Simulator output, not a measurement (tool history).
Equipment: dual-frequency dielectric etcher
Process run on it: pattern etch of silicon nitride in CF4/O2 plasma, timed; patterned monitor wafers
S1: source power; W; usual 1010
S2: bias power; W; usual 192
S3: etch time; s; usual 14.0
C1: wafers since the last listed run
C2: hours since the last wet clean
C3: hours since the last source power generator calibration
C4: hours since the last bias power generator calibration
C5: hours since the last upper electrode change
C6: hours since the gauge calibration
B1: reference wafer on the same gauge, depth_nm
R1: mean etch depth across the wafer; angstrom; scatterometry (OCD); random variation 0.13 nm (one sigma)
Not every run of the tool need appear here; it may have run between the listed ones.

run 1 hour=0.0 | S1=1080 S2=192 S3=14.0 | C1=0 C2=76.6 C3=3583.0 C4=1534.2 C5=5190.8 C6=379.3 | B1=46.1 | R1=582
run 2 hour=54.4 | S1=1150 S2=192 S3=17.0 | C1=1085 C2=131.0 C3=3637.4 C4=1588.6 C5=5245.2 C6=433.7 | B1=46.1 | R1=733
-- hour=109.9 gauge calibrated
run 3 hour=120.8 | S1=1150 S2=192 S3=17.0 | C1=1325 C2=197.4 C3=3703.8 C4=1655.0 C5=5311.6 C6=10.9 | B1=46.1 | R1=735
run 4 hour=177.2 | S1=1150 S2=192 S3=17.0 | C1=1125 C2=253.8 C3=3760.2 C4=1711.4 C5=5368.0 C6=67.3 | B1=46.1 | R1=733
run 5 hour=232.4 | S1=1010 S2=165 S3=14.0 | C1=1101 C2=309.0 C3=3815.4 C4=1766.6 C5=5423.2 C6=122.5 | B1=46.1 | R1=542
run 6 hour=302.6 | S1=1010 S2=165 S3=14.0 | C1=1400 C2=379.2 C3=3885.6 C4=1836.8 C5=5493.4 C6=192.7 | B1=46.1 | R1=541
run 7 hour=342.4 | S1=1010 S2=192 S3=14.0 | C1=794 C2=419.0 C3=3925.4 C4=1876.6 C5=5533.2 C6=232.5 | B1=46.1 | R1=555
run 8 hour=387.0 | S1=1010 S2=192 S3=14.0 | C1=890 C2=463.6 C3=3970.0 C4=1921.2 C5=5577.8 C6=277.1 | B1=46.1 | R1=558
run 9 hour=422.5 | S1=1010 S2=192 S3=14.0 | C1=708 C2=499.1 C3=4005.5 C4=1956.7 C5=5613.3 C6=312.6 | B1=46.1 | R1=557
-- hour=475.1 wet clean of the chamber
run 10 hour=475.6 | S1=1010 S2=192 S3=14.0 | C1=580 C2=0.5 C3=4058.6 C4=2009.8 C5=5666.4 C6=365.7 | B1=46.1 | R1=555
-- hour=525.2 upper electrode replaced
run 11 hour=525.7 | S1=1010 S2=147 S3=11.5 | C1=520 C2=50.6 C3=4108.7 C4=2059.9 C5=0.5 C6=415.8 | B1=46.1 | R1=432
run 12 hour=572.5 | S1=920 S2=173 S3=11.0 | C1=933 C2=97.4 C3=4155.5 C4=2106.7 C5=47.3 C6=462.6 | B1=46.1 | R1=407
run 13 hour=612.5 | S1=820 S2=205 S3=14.0 | C1=798 C2=137.4 C3=4195.5 C4=2146.7 C5=87.3 C6=502.6 | B1=46.1 | R1=501
-- hour=652.2 gauge calibrated
run 14 hour=670.8 | S1=1010 S2=192 S3=12.5 | C1=1163 C2=195.7 C3=4253.8 C4=2205.0 C5=145.6 C6=18.6 | B1=46.1 | R1=497
-- hour=734.7 source power generator calibrated
run 15 hour=770.5 | S1=790 S2=192 S3=15.0 | C1=1909 C2=295.4 C3=35.8 C4=2304.7 C5=245.3 C6=118.3 | B1=46.1 | R1=516
-- hour=828.0 bias power generator calibrated
run 16 hour=829.4 | S1=1010 S2=237 S3=17.5 | C1=1095 C2=354.3 C3=94.7 C4=1.4 C5=304.2 C6=177.2 | B1=46.1 | R1=730
run 17 hour=876.2 | S1=1010 S2=212 S3=18.0 | C1=933 C2=401.1 C3=141.5 C4=48.2 C5=351.0 C6=224.0 | B1=46.1 | R1=732
run 18 hour=936.2 | S1=1010 S2=170 S3=14.0 | C1=1197 C2=461.1 C3=201.5 C4=108.2 C5=411.0 C6=284.0 | B1=46.1 | R1=543
-- hour=985.6 wet clean of the chamber
run 19 hour=986.1 | S1=1150 S2=192 S3=17.0 | C1=516 C2=0.5 C3=251.4 C4=158.1 C5=460.9 C6=333.9 | B1=46.1 | R1=733
run 20 hour=1039.8 | S1=1010 S2=192 S3=14.0 | C1=1071 C2=54.2 C3=305.1 C4=211.8 C5=514.6 C6=387.6 | B1=46.1 | R1=557
run 21 hour=1071.6 | S1=1130 S2=215 S3=18.0 | C1=634 C2=86.0 C3=336.9 C4=243.6 C5=546.4 C6=419.4 | B1=46.1 | R1=789

State the hidden condition of the tool at each of the runs:
etch rate over this chamber's usual, %: 0 across all the runs
source power that arrives over what is set, %: 0 across all the runs
bias power that arrives over what is set, %: 0 across all the runs
gauge reads high (%): 0 across all the runs

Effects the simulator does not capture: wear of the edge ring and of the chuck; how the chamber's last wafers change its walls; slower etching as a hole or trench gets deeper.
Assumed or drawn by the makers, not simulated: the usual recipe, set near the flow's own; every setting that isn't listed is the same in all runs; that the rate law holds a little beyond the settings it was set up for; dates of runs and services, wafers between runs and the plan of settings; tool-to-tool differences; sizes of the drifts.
